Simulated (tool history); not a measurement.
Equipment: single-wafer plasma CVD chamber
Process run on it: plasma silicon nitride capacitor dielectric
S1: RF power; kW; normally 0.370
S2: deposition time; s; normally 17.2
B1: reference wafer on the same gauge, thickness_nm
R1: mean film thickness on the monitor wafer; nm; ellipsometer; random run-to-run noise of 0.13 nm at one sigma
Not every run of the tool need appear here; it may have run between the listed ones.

| run | day | S1 | S2 | B1 | R1 |
|---|---|---|---|---|---|
| 1 | 0.000 | 0.410 | 17.2 | 25.074 | 23.623 |
| 2 | 2.546 | 0.410 | 17.2 | 25.080 | 23.597 |
| 3 | 5.317 | 0.370 | 17.2 | 25.112 | 22.555 |
| 4 | 6.433 | 0.370 | 17.2 | 25.077 | 22.579 |
| 5 | 9.208 | 0.370 | 17.2 | 25.107 | 22.570 |
| 6 | 15.100 | 0.370 | 16.5 | 25.094 | 21.657 |
| 7 | 17.821 | 0.370 | 16.5 | 25.087 | 21.404 |
| 8 | 18.842 | 0.370 | 17.2 | 25.043 | 22.115 |
| 9 | 20.162 | 0.370 | 17.2 | 25.132 | 22.232 |
|  | 20.792 | showerhead replaced |
| 10 | 22.308 | 0.370 | 17.2 | 25.077 | 22.484 |
| 11 | 25.033 | 0.370 | 17.2 | 25.074 | 22.186 |
| 12 | 26.929 | 0.370 | 17.2 | 25.150 | 22.182 |
| 13 | 28.971 | 0.370 | 17.2 | 25.143 | 22.006 |
| 14 | 30.138 | 0.370 | 17.2 | 25.114 | 22.455 |
| 15 | 31.500 | 0.370 | 13.8 | 25.084 | 17.814 |
| 16 | 32.708 | 0.330 | 20.5 | 25.076 | 24.927 |
| 17 | 35.633 | 0.410 | 14.1 | 25.158 | 18.783 |
|  | 37.492 | gauge calibrated |
| 18 | 38.171 | 0.445 | 19.9 | 25.098 | 27.776 |
| 19 | 39.742 | 0.370 | 17.2 | 25.071 | 22.135 |
|  | 42.338 | RF generator calibrated |
| 20 | 42.700 | 0.370 | 17.2 | 25.097 | 22.590 |

Estimate the outcome of run 21 from the log above:
| 21 | 44.833 | 0.370 | 17.2 | ? | ? |

{"run 21": {"B1": 25.084, "R1": 22.724}}
With the hidden condition absent and the run-to-run variation left alone, this run would have shown R1 22.761 nm.
